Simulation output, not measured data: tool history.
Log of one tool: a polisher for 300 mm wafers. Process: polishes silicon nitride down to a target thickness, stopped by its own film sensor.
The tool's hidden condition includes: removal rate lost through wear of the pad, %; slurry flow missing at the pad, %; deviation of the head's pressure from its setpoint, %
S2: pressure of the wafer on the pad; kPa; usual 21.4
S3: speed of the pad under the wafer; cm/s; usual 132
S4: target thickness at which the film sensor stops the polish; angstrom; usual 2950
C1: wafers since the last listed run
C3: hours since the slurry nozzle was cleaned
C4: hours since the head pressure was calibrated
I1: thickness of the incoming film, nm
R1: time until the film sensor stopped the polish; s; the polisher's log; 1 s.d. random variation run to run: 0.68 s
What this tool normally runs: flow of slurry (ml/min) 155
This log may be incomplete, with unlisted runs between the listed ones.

run 1 hour=0.0 | flow_of_slurry_(ml/min)=155 S2=21.4 S3=144 S4=2950 | C1=0 wafers_polished_on_this_pad=2043 C3=297.1 C4=635.0 | I1=426.8 | R1=70.3
run 2 hour=37.0 | flow_of_slurry_(ml/min)=155 S2=21.4 S3=144 S4=2950 | C1=221 wafers_polished_on_this_pad=2265 C3=334.1 C4=672.0 | I1=433.0 | R1=73.5
-- hour=46.2 worn pad replaced by a new one
run 3 hour=106.4 | flow_of_slurry_(ml/min)=155 S2=26.9 S3=132 S4=2950 | C1=391 wafers_polished_on_this_pad=360 C3=403.5 C4=741.4 | I1=432.5 | R1=62.4
run 4 hour=148.2 | flow_of_slurry_(ml/min)=155 S2=21.4 S3=106 S4=2950 | C1=249 wafers_polished_on_this_pad=609 C3=445.3 C4=783.2 | I1=429.9 | R1=93.6
run 5 hour=184.1 | flow_of_slurry_(ml/min)=155 S2=21.4 S3=106 S4=2950 | C1=214 wafers_polished_on_this_pad=824 C3=481.2 C4=819.1 | I1=429.6 | R1=92.5
run 6 hour=237.5 | flow_of_slurry_(ml/min)=155 S2=21.4 S3=106 S4=2950 | C1=319 wafers_polished_on_this_pad=1143 C3=534.6 C4=872.5 | I1=436.6 | R1=96.6
-- hour=288.1 slurry nozzle cleaned
run 7 hour=296.6 | flow_of_slurry_(ml/min)=155 S2=21.4 S3=132 S4=2950 | C1=347 wafers_polished_on_this_pad=1491 C3=8.5 C4=931.6 | I1=423.4 | R1=73.8
run 8 hour=365.2 | flow_of_slurry_(ml/min)=155 S2=21.4 S3=132 S4=2950 | C1=410 wafers_polished_on_this_pad=1901 C3=77.1 C4=1000.2 | I1=422.9 | R1=72.9
run 9 hour=431.4 | flow_of_slurry_(ml/min)=155 S2=21.4 S3=132 S4=2950 | C1=395 wafers_polished_on_this_pad=2297 C3=143.3 C4=1066.4 | I1=428.8 | R1=77.6
-- hour=459.3 worn pad replaced by a new one
run 10 hour=500.5 | flow_of_slurry_(ml/min)=155 S2=21.4 S3=132 S4=3250 | C1=389 wafers_polished_on_this_pad=246 C3=212.4 C4=1135.5 | I1=433.8 | R1=61.7
-- hour=546.5 head pressure recalibrated
run 11 hour=549.2 | flow_of_slurry_(ml/min)=155 S2=21.4 S3=132 S4=2950 | C1=279 wafers_polished_on_this_pad=525 C3=261.1 C4=2.7 | I1=435.7 | R1=80.9
run 12 hour=575.7 | flow_of_slurry_(ml/min)=155 S2=21.4 S3=132 S4=2950 | C1=158 wafers_polished_on_this_pad=683 C3=287.6 C4=29.2 | I1=432.0 | R1=78.1
run 13 hour=613.7 | flow_of_slurry_(ml/min)=155 S2=21.4 S3=132 S4=2950 | C1=227 wafers_polished_on_this_pad=911 C3=325.6 C4=67.2 | I1=430.2 | R1=77.3
run 14 hour=649.8 | flow_of_slurry_(ml/min)=155 S2=21.4 S3=132 S4=2950 | C1=215 wafers_polished_on_this_pad=1126 C3=361.7 C4=103.3 | I1=424.6 | R1=73.8
run 15 hour=681.0 | flow_of_slurry_(ml/min)=155 S2=21.4 S3=132 S4=2950 | C1=186 wafers_polished_on_this_pad=1313 C3=392.9 C4=134.5 | I1=432.3 | R1=78.1
run 16 hour=725.5 | flow_of_slurry_(ml/min)=155 S2=21.4 S3=132 S4=2950 | C1=266 wafers_polished_on_this_pad=1579 C3=437.4 C4=179.0 | I1=438.5 | R1=82.4
run 17 hour=778.2 | flow_of_slurry_(ml/min)=155 S2=21.4 S3=132 S4=2840 | C1=315 wafers_polished_on_this_pad=1894 C3=490.1 C4=231.7 | I1=426.3 | R1=81.3
run 18 hour=806.8 | flow_of_slurry_(ml/min)=175 S2=21.4 S3=106 S4=3070 | C1=170 wafers_polished_on_this_pad=2065 C3=518.7 C4=260.3 | I1=429.8 | R1=82.0

Estimate the outcome of run 19 from the log above:
-- hour=823.8 worn pad replaced by a new one
run 19 hour=878.7 | flow_of_slurry_(ml/min)=155 S2=21.4 S3=132 S4=2950 | C1=405 wafers_polished_on_this_pad=328 C3=590.6 C4=332.2 | I1=433.0 | R1=?

Logged for run 19: R1 79.9 s.
With no hidden state in the tool, this same run would have given R1 79.9 s.

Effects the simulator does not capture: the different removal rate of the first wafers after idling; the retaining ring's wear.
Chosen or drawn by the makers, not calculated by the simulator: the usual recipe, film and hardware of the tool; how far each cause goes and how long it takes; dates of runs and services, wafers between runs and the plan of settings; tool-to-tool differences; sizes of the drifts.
